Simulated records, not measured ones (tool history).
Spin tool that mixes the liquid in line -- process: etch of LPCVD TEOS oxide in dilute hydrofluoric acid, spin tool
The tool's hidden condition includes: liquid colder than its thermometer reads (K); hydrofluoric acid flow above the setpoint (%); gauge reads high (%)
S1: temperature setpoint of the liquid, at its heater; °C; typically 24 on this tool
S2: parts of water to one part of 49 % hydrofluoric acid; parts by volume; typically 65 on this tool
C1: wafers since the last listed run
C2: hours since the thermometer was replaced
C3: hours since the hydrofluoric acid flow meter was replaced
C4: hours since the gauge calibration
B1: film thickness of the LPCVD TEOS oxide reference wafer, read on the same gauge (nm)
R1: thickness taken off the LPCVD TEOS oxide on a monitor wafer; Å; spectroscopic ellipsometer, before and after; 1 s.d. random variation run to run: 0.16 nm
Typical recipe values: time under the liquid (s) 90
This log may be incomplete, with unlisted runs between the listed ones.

run 1 day=0 | S1=24 S2=65 time_under_the_liquid_(s)=90 | C1=0 C2=798 C3=1389.9 C4=871.8 | B1=96.54 | R1=307.1
run 2 day=4.017 | S1=24 S2=65 time_under_the_liquid_(s)=90 | C1=640 C2=894.4 C3=1486.3 C4=968.2 | B1=96.12 | R1=308.6
run 3 day=7.575 | S1=24 S2=65 time_under_the_liquid_(s)=90 | C1=567 C2=979.8 C3=1571.7 C4=1053.6 | B1=95.76 | R1=305.6
run 4 day=9.129 | S1=24 S2=65 time_under_the_liquid_(s)=120 | C1=247 C2=1017.1 C3=1609 C4=1090.9 | B1=95.64 | R1=408
run 5 day=12.812 | S1=24 S2=65 time_under_the_liquid_(s)=90 | C1=587 C2=1105.5 C3=1697.4 C4=1179.3 | B1=95.28 | R1=304.9
run 6 day=14.475 | S1=24 S2=85 time_under_the_liquid_(s)=90 | C1=265 C2=1145.4 C3=1737.3 C4=1219.2 | B1=95.14 | R1=226.9
-- day=17.025 gauge calibrated
run 7 day=18.95 | S1=24 S2=85 time_under_the_liquid_(s)=90 | C1=713 C2=1252.8 C3=1844.7 C4=46.2 | B1=99.53 | R1=235.9
-- day=19.746 hydrofluoric acid flow meter replaced
run 8 day=23.004 | S1=24 S2=55 time_under_the_liquid_(s)=120 | C1=640 C2=1350.1 C3=78.2 C4=143.5 | B1=99.14 | R1=508.5
run 9 day=30.404 | S1=24 S2=50 time_under_the_liquid_(s)=90 | C1=1180 C2=1527.7 C3=255.8 C4=321.1 | B1=98.44 | R1=417.9
run 10 day=34.679 | S1=25.5 S2=45 time_under_the_liquid_(s)=125 | C1=682 C2=1630.3 C3=358.4 C4=423.7 | B1=97.99 | R1=689.3
-- day=38.346 thermometer replaced
run 11 day=44.179 | S1=24 S2=90 time_under_the_liquid_(s)=140 | C1=1508 C2=140 C3=586.4 C4=651.7 | B1=97.12 | R1=340
run 12 day=47.146 | S1=27 S2=95 time_under_the_liquid_(s)=90 | C1=473 C2=211.2 C3=657.6 C4=722.9 | B1=96.83 | R1=229.3
run 13 day=50.962 | S1=24 S2=65 time_under_the_liquid_(s)=90 | C1=608 C2=302.8 C3=749.2 C4=814.5 | B1=96.48 | R1=309.4
run 14 day=53.95 | S1=26.5 S2=65 time_under_the_liquid_(s)=45 | C1=476 C2=374.5 C3=820.9 C4=886.2 | B1=96.11 | R1=170

Each row is a separate what-if for the run after 14, all from the same tool condition, not one after another. Results?
run A day=53.967 | S1=24 S2=65 time_under_the_liquid_(s)=90 | C1=2 C2=374.9 C3=821.3 C4=886.6 | B1=? | R1=?
run B day=53.967 | S1=27 S2=65 time_under_the_liquid_(s)=90 | C1=2 C2=374.9 C3=821.3 C4=886.6 | B1=? | R1=?
run C day=53.967 | S1=19.5 S2=35 time_under_the_liquid_(s)=115 | C1=2 C2=374.9 C3=821.3 C4=886.6 | B1=? | R1=?
run D day=53.967 | S1=27.5 S2=40 time_under_the_liquid_(s)=110 | C1=2 C2=374.9 C3=821.3 C4=886.6 | B1=? | R1=?
run E day=53.967 | S1=21 S2=50 time_under_the_liquid_(s)=65 | C1=2 C2=374.9 C3=821.3 C4=886.6 | B1=? | R1=?

run=A B1=96.17 R1=310.4
run=B B1=96.17 R1=350.1
run=C B1=96.17 R1=633.3
run=D B1=96.17 R1=735.2
run=E B1=96.17 R1=262.3
With no hidden state in the tool, these same runs would have given:
run=A R1=322.8
run=B R1=364.1
run=C R1=658.6
run=D R1=764.7
run=E R1=272.8

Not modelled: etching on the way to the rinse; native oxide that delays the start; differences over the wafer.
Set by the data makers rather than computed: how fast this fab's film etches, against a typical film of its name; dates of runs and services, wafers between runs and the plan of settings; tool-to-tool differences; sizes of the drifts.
